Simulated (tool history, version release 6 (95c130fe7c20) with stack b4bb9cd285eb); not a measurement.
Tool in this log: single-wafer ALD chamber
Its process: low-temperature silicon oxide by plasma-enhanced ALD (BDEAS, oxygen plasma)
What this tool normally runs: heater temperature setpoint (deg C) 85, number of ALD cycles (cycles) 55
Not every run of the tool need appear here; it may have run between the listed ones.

| run | hour | heater temperature setpoint (deg C) | number of ALD cycles (cycles) | read-back reference wafer on the same gauge, thickness_nm | mean film thickness on the monitor wafer (Å) |
|---|---|---|---|---|---|
| 1 | 0 | 85 | 55 | 9.024 | 84.41 |
| 2 | 37.3 | 85 | 55 | 9.014 | 84.75 |
| 3 | 78.8 | 85 | 55 | 9.03 | 84.94 |
| 4 | 145.3 | 74 | 55 | 9.061 | 88.71 |
| 5 | 209.2 | 92 | 55 | 9.074 | 81.78 |
| 6 | 261.1 | 92 | 55 | 9.075 | 83.07 |
| 7 | 302.9 | 85 | 55 | 9.094 | 85.23 |
| 8 | 334 | 85 | 55 | 9.085 | 84.91 |
| 9 | 378 | 85 | 55 | 9.111 | 85.7 |
| 10 | 439 | 95 | 52 | 9.108 | 76.54 |
| 11 | 480.9 | 95 | 52 | 9.12 | 76.86 |
| 12 | 505.9 | 85 | 59 | 9.111 | 90.95 |
| 13 | 556.4 | 85 | 51 | 9.122 | 79.23 |
| 14 | 627.7 | 85 | 51 | 9.122 | 79.23 |
| 15 | 663.3 | 85 | 51 | 9.128 | 79.55 |
| 16 | 726.9 | 85 | 55 | 9.123 | 84.84 |
| 17 | 773.7 | 85 | 55 | 9.127 | 85.19 |
| 18 | 824.9 | 85 | 55 | 9.154 | 86.38 |
| 19 | 856.1 | 85 | 55 | 9.143 | 85.7 |
| 20 | 907.8 | 85 | 55 | 9.128 | 85.47 |
|  | 951.8 | gauge calibrated |
| 21 | 964.7 | 85 | 55 | 8.73 | 82.04 |
| 22 | 1000.2 | 85 | 55 | 8.744 | 81.97 |
| 23 | 1042.3 | 85 | 55 | 8.786 | 82.49 |
| 24 | 1090.5 | 75 | 52 | 8.813 | 81.77 |
| 25 | 1160.5 | 79 | 46 | 8.895 | 70.93 |
| 26 | 1228.4 | 85 | 55 | 8.906 | 83.41 |
| 27 | 1280 | 90 | 64 | 8.945 | 95.8 |
| 28 | 1335.9 | 96 | 62 | 8.982 | 91.03 |
| 29 | 1386.1 | 97 | 61 | 9.011 | 88.62 |
|  | 1434.7 | thermocouple changed; heater temperature recalibrated |
| 30 | 1512.7 | 90 | 59 | 9.028 | 88.94 |
| 31 | 1578.9 | 93 | 55 | 9.052 | 81.88 |
| 32 | 1607.4 | 97 | 47 | 9.072 | 69.33 |
| 33 | 1645.1 | 77 | 55 | 9.076 | 87.6 |
| 34 | 1689.8 | 85 | 55 | 9.11 | 85.69 |
| 35 | 1727.2 | 99 | 55 | 9.081 | 80.19 |
| 36 | 1772.6 | 76 | 58 | 9.088 | 93.49 |
| 37 | 1800.2 | 85 | 55 | 9.101 | 84.9 |
| 38 | 1829.5 | 99 | 64 | 9.105 | 94.37 |
| 39 | 1861.9 | 97 | 55 | 9.122 | 81.27 |
| 40 | 1917.5 | 73 | 60 | 9.115 | 96.93 |
| 41 | 1947.9 | 85 | 60 | 9.137 | 94.13 |
| 42 | 2075.7 | 85 | 55 | 9.154 | 85.24 |
|  | 2115.6 | gauge calibrated |
| 43 | 2120.7 | 90 | 59 | 8.677 | 85.83 |
| 44 | 2164.5 | 85 | 55 | 8.707 | 81.44 |
| 45 | 2199.2 | 96 | 65 | 8.76 | 93.18 |
| 46 | 2249.1 | 95 | 44 | 8.799 | 63.07 |

For each run, what was the tool's unlogged condition?
wafer temperature above the value expected at the setpoint (K): 0, the same for each run
H1: gauge reads high (%)
| run | H1 |
|---|---|
| 1 | 3.53 |
| 2 | 3.66 |
| 3 | 3.79 |
| 4 | 3.98 |
| 5 | 4.14 |
| 6 | 4.25 |
| 7 | 4.33 |
| 8 | 4.39 |
| 9 | 4.46 |
| 10 | 4.54 |
| 11 | 4.6 |
| 12 | 4.63 |
| 13 | 4.68 |
| 14 | 4.75 |
| 15 | 4.77 |
| 16 | 4.82 |
| 17 | 4.85 |
| 18 | 4.88 |
| 19 | 4.9 |
| 20 | 4.92 |
| 21 | 0.0892 |
| 22 | 0.502 |
| 23 | 0.949 |
| 24 | 1.41 |
| 25 | 1.99 |
| 26 | 2.47 |
| 27 | 2.79 |
| 28 | 3.09 |
| 29 | 3.33 |
| 30 | 3.82 |
| 31 | 4.03 |
| 32 | 4.11 |
| 33 | 4.2 |
| 34 | 4.31 |
| 35 | 4.39 |
| 36 | 4.47 |
| 37 | 4.52 |
| 38 | 4.57 |
| 39 | 4.62 |
| 40 | 4.7 |
| 41 | 4.74 |
| 42 | 4.87 |
| 43 | -0.411 |
| 44 | 0.102 |
| 45 | 0.474 |
| 46 | 0.957 |
